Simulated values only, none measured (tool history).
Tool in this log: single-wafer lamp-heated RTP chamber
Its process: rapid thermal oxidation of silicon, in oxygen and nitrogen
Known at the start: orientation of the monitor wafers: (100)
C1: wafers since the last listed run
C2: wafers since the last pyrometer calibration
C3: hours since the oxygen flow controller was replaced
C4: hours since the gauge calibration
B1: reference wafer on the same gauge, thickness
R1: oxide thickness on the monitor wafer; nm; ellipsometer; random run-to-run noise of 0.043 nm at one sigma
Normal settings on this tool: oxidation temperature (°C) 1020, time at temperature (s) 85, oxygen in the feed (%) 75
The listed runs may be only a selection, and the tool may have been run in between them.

Run 1, hour 0: usual settings; C1 0; C2 1011; C3 4203.1; C4 2042.7; B1 8.049. Result: R1 7.325 nm.
At hour 39.4: gauge calibrated.
Run 2, hour 94.7: usual settings; C1 1340; C2 2351; C3 4297.8; C4 55.3; B1 8.031. Result: R1 7.32 nm.
Run 3, hour 191.1: usual settings; C1 1364; C2 3716; C3 4394.2; C4 151.7; B1 8.056. Result: R1 7.292 nm.
Run 4, hour 259.4: usual settings but oxidation temperature (°C) 1007; C1 966; C2 4683; C3 4462.5; C4 220; B1 8.026. Result: R1 6.649 nm.
Run 5, hour 298.5: usual settings but oxidation temperature (°C) 1007; C1 553; C2 5237; C3 4501.6; C4 259.1; B1 8.019. Result: R1 6.661 nm.
Run 6, hour 348.8: usual settings but oxidation temperature (°C) 1007; C1 712; C2 5949; C3 4551.9; C4 309.4; B1 8.031. Result: R1 6.621 nm.
Run 7, hour 575.7: usual settings; C1 3212; C2 9161; C3 4778.8; C4 536.3; B1 8.04. Result: R1 7.249 nm.
Run 8, hour 658.7: usual settings; C1 1175; C2 10336; C3 4861.8; C4 619.3; B1 8.034. Result: R1 7.297 nm.
At hour 679.7: pyrometer window cleaned and pyrometer calibrated.
Run 9, hour 746.9: usual settings; C1 1135; C2 952; C3 4950; C4 707.5; B1 8.05. Result: R1 7.351 nm.
Run 10, hour 815.4: usual settings; C1 969; C2 1921; C3 5018.5; C4 776; B1 8.037. Result: R1 7.294 nm.
Run 11, hour 910.8: usual settings; C1 1350; C2 3272; C3 5113.9; C4 871.4; B1 8.046. Result: R1 7.348 nm.
Run 12, hour 993.3: usual settings; C1 1167; C2 4440; C3 5196.4; C4 953.9; B1 8.034. Result: R1 7.332 nm.
Run 13, hour 1030.3: usual settings; C1 523; C2 4964; C3 5233.4; C4 990.9; B1 8.047. Result: R1 7.275 nm.
Run 14, hour 1107.8: usual settings; C1 1097; C2 6061; C3 5310.9; C4 1068.4; B1 8.042. Result: R1 7.312 nm.
At hour 1311.1: oxygen flow controller replaced.
At hour 1405.4: pyrometer window cleaned and pyrometer calibrated.
Run 15, hour 1405.9: usual settings but time at temperature (s) 100; C1 3993; C2 7; C3 94.8; C4 1366.5; B1 8.05. Result: R1 7.961 nm.
Run 16, hour 1505.7: usual settings but time at temperature (s) 100; C1 1412; C2 1420; C3 194.6; C4 1466.3; B1 8.039. Result: R1 7.797 nm.
Run 17, hour 1597.7: usual settings but time at temperature (s) 100; C1 1302; C2 2722; C3 286.6; C4 1558.3; B1 8.038. Result: R1 7.855 nm.
Run 18, hour 1697.5: usual settings; C1 1412; C2 4135; C3 386.4; C4 1658.1; B1 8.047. Result: R1 7.24 nm.
Run 19, hour 1761.5: usual settings but oxidation temperature (°C) 1010, time at temperature (s) 111; C1 906; C2 5041; C3 450.4; C4 1722.1; B1 8.042. Result: R1 7.641 nm.
Run 20, hour 1831.8: usual settings but oxidation temperature (°C) 994, time at temperature (s) 44, oxygen in the feed (%) 65; C1 995; C2 6036; C3 520.7; C4 1792.4; B1 8.019. Result: R1 4.343 nm.
Run 21, hour 1903.1: usual settings but oxidation temperature (°C) 1011, time at temperature (s) 70, oxygen in the feed (%) 47; C1 1009; C2 7046; C3 592; C4 1863.7; B1 8.026. Result: R1 5.339 nm.
Run 22, hour 1996.8: usual settings but oxidation temperature (°C) 1038, oxygen in the feed (%) 51; C1 1326; C2 8372; C3 685.7; C4 1957.4; B1 8.05. Result: R1 7.254 nm.
Run 23, hour 2081.6: usual settings but oxidation temperature (°C) 1012, time at temperature (s) 57, oxygen in the feed (%) 98; C1 1200; C2 9573; C3 770.5; C4 2042.2; B1 8.04. Result: R1 6.386 nm.
At hour 2126.1: pyrometer window cleaned and pyrometer calibrated.
Run 24, hour 2181.6: usual settings; C1 1302; C2 785; C3 870.5; C4 2142.2; B1 8.057. Result: R1 7.309 nm.
At hour 2182.5: gauge calibrated.
Run 25, hour 2229.1: usual settings but time at temperature (s) 55, oxygen in the feed (%) 98; C1 672; C2 1458; C3 918; C4 46.6; B1 8.047. Result: R1 6.564 nm.
Run 26, hour 2325.7: usual settings but oxidation temperature (°C) 997, oxygen in the feed (%) 51; C1 1367; C2 2825; C3 1014.6; C4 143.2; B1 8.018. Result: R1 5.414 nm.
Run 27, hour 2414.5: usual settings but oxidation temperature (°C) 1002, time at temperature (s) 51, oxygen in the feed (%) 88; C1 1257; C2 4083; C3 1103.4; C4 232; B1 8.039. Result: R1 5.435 nm.
Run 28, hour 2496.5: usual settings but oxidation temperature (°C) 1049, time at temperature (s) 108; C1 1160; C2 5243; C3 1185.4; C4 314; B1 8.052. Result: R1 10.026 nm.
Run 29, hour 2580.9: usual settings but oxidation temperature (°C) 1041; C1 1194; C2 6438; C3 1269.8; C4 398.4; B1 8.051. Result: R1 8.571 nm.
Run 30, hour 2645.3: usual settings but oxygen in the feed (%) 50; C1 911; C2 7350; C3 1334.2; C4 462.8; B1 8.045. Result: R1 6.365 nm.
At hour 2758.1: pyrometer window cleaned and pyrometer calibrated.
Run 31, hour 2951: usual settings; C1 4214; C2 2730; C3 1639.9; C4 768.5; B1 8.062. Result: R1 7.31 nm.
Run 32, hour 3029.4: usual settings but oxidation temperature (°C) 998, time at temperature (s) 99, oxygen in the feed (%) 54; C1 1109; C2 3840; C3 1718.3; C4 846.9; B1 8.042. Result: R1 5.951 nm.
Run 33, hour 3113.4: usual settings but oxidation temperature (°C) 998, time at temperature (s) 45; C1 1189; C2 5029; C3 1802.3; C4 930.9; B1 8.051. Result: R1 4.711 nm.
Run 34, hour 3185.2: usual settings; C1 1016; C2 6046; C3 1874.1; C4 1002.7; B1 8.035. Result: R1 7.261 nm.
Run 35, hour 3289.8: usual settings but time at temperature (s) 46, oxygen in the feed (%) 93; C1 1480; C2 7526; C3 1978.7; C4 1107.3; B1 8.028. Result: R1 5.96 nm.
Run 36, hour 3335.2: usual settings but time at temperature (s) 48, oxygen in the feed (%) 51; C1 642; C2 8169; C3 2024.1; C4 1152.7; B1 8.036. Result: R1 4.99 nm.
At hour 3433.5: pyrometer window cleaned and pyrometer calibrated.
Run 37, hour 3478.9: usual settings; C1 1921; C2 642; C3 2167.8; C4 1296.4; B1 8.033. Result: R1 7.334 nm.

Below are 3 alternative next runs, each starting from the tool's condition after run 37. Predict each:
Run A, hour 3479.3: usual settings; C1 5; C2 647; C3 2168.2; C4 1296.8; B1 ?. Result: R1 ?.
Run B, hour 3479.3: usual settings but oxidation temperature (°C) 999, time at temperature (s) 100, oxygen in the feed (%) 98; C1 5; C2 647; C3 2168.2; C4 1296.8; B1 ?. Result: R1 ?.
Run C, hour 3479.3: usual settings but oxidation temperature (°C) 1045, time at temperature (s) 62, oxygen in the feed (%) 53; C1 5; C2 647; C3 2168.2; C4 1296.8; B1 ?. Result: R1 ?.

run     B1     R1
  A  8.025   7.27
  B  8.025  7.382
  C  8.025  6.658
What these runs would have given with no unlogged condition in the tool:
run     R1
  A   7.27
  B  7.382
  C  6.658
